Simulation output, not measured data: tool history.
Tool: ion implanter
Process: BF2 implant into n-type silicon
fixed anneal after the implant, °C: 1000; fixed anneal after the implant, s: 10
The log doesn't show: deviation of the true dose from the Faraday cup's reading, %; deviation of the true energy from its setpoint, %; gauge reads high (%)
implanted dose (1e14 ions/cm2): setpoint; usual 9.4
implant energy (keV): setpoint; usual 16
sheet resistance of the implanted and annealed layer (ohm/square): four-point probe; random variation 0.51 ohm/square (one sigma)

| run | day | implanted dose (1e14 ions/cm2) | implant energy (keV) | wafers since the last listed run | hours since the last dose calibration | hours since the extraction supply was calibrated | hours since the gauge calibration | read-back reference wafer on the same gauge, sheet resistance | sheet resistance of the implanted and annealed layer (ohm/square) |
|---|---|---|---|---|---|---|---|---|---|
| 1 | 0 | 9.4 | 20 | 0 | 296.3 | 4641.4 | 236.3 | 226.89 | 223.65 |
| 2 | 7.092 | 9.4 | 20 | 3955 | 466.5 | 4811.6 | 406.5 | 227.08 | 224.36 |
| 3 | 11.329 | 8.41 | 18 | 2363 | 568.2 | 4913.3 | 508.2 | 227.2 | 242.15 |
| 4 | 15.088 | 9.4 | 16 | 2096 | 658.4 | 5003.5 | 598.4 | 226.94 | 248.68 |
| 5 | 17.1 | 8.44 | 16 | 1122 | 706.7 | 5051.8 | 646.7 | 227.14 | 255.36 |
| 6 | 21.325 | 8.44 | 16 | 2356 | 808.1 | 5153.2 | 748.1 | 227.01 | 255.77 |
| 7 | 24.75 | 8.44 | 16 | 1910 | 890.3 | 5235.4 | 830.3 | 227.15 | 255.34 |
| 8 | 29.117 | 11.16 | 16 | 2435 | 995.1 | 5340.2 | 935.1 | 226.69 | 242.71 |
| 9 | 33.608 | 9.4 | 16 | 2505 | 1102.9 | 5448 | 1042.9 | 226.8 | 250.52 |
| 10 | 35.25 | 7.72 | 16 | 915 | 1142.3 | 5487.4 | 1082.3 | 226.88 | 262.26 |
| 11 | 38.083 | 7.72 | 16 | 1580 | 1210.3 | 5555.4 | 1150.3 | 226.95 | 262.28 |
| 12 | 40.225 | 9.4 | 16 | 1194 | 1261.7 | 5606.8 | 1201.7 | 226.68 | 250.61 |
|  | 41.55 | Faraday cup replaced and dose calibrated |
| 13 | 43.683 | 9.4 | 13 | 1743 | 51.2 | 5689.8 | 1284.7 | 227 | 273.56 |
| 14 | 46.262 | 9.4 | 16 | 1438 | 113.1 | 5751.7 | 1346.6 | 227.01 | 249.12 |
| 15 | 56.55 | 7.6 | 13 | 5738 | 360 | 5998.6 | 1593.5 | 226.91 | 286.48 |
| 16 | 58.521 | 9.4 | 11 | 1099 | 407.3 | 6045.9 | 1640.8 | 226.98 | 293.62 |
| 17 | 62.992 | 8.47 | 19.5 | 2493 | 514.6 | 6153.2 | 1748.1 | 226.91 | 233.07 |
|  | 64.504 | extraction supply calibrated |
| 18 | 64.592 | 7.98 | 16 | 706 | 553 | 2.1 | 1786.5 | 227.1 | 259.76 |
| 19 | 68.379 | 11.14 | 21.5 | 2112 | 643.9 | 93 | 1877.4 | 227.16 | 208.16 |
| 20 | 69.9 | 9.4 | 16 | 848 | 680.4 | 129.5 | 1913.9 | 226.8 | 250.73 |
| 21 | 72.221 | 9.4 | 16 | 1294 | 736.1 | 185.2 | 1969.6 | 227 | 250.11 |
| 22 | 74.25 | 8.52 | 13 | 1131 | 784.8 | 233.9 | 2018.3 | 226.85 | 279.99 |
| 23 | 78.342 | 11.04 | 19.5 | 2282 | 883 | 332.1 | 2116.5 | 227.14 | 220.21 |
| 24 | 82.579 | 9.4 | 16 | 2363 | 984.7 | 433.8 | 2218.2 | 226.87 | 250.13 |
| 25 | 84.233 | 10.99 | 19.5 | 922 | 1024.4 | 473.5 | 2257.9 | 226.98 | 220.69 |
| 26 | 88.362 | 7.12 | 11 | 2303 | 1123.5 | 572.6 | 2357 | 226.78 | 312.81 |
|  | 88.408 | gauge calibrated |
| 27 | 92.521 | 10.7 | 21 | 2319 | 1223.3 | 672.4 | 98.7 | 226.85 | 214.17 |
|  | 93.012 | Faraday cup replaced and dose calibrated |
| 28 | 96.354 | 8.58 | 14 | 1952 | 80.2 | 764.4 | 190.7 | 227.28 | 269.6 |
| 29 | 105.65 | 10.43 | 19 | 5185 | 303.3 | 987.5 | 413.8 | 227.13 | 224.93 |
| 30 | 108.75 | 10.86 | 19 | 1729 | 377.7 | 1061.9 | 488.2 | 227.06 | 223.17 |
| 31 | 110.95 | 9.4 | 16 | 1227 | 430.5 | 1114.7 | 541 | 227.16 | 249.92 |
| 32 | 114.133 | 11.1 | 19 | 1775 | 506.9 | 1191.1 | 617.4 | 226.9 | 222.23 |
| 33 | 116.983 | 12.11 | 21.5 | 1589 | 575.3 | 1259.5 | 685.8 | 227.07 | 205.98 |

Run 34 comes next. What will it give?
| 34 | 119.883 | 6.89 | 11 | 1617 | 644.9 | 1329.1 | 755.4 | ? | ? |

Run 34 gave read-back reference wafer on the same gauge, sheet resistance 227.1, sheet resistance of the implanted and annealed layer (ohm/square) 314.59.
Without the tool's hidden state the same run would have given sheet resistance of the implanted and annealed layer (ohm/square) 312.52.
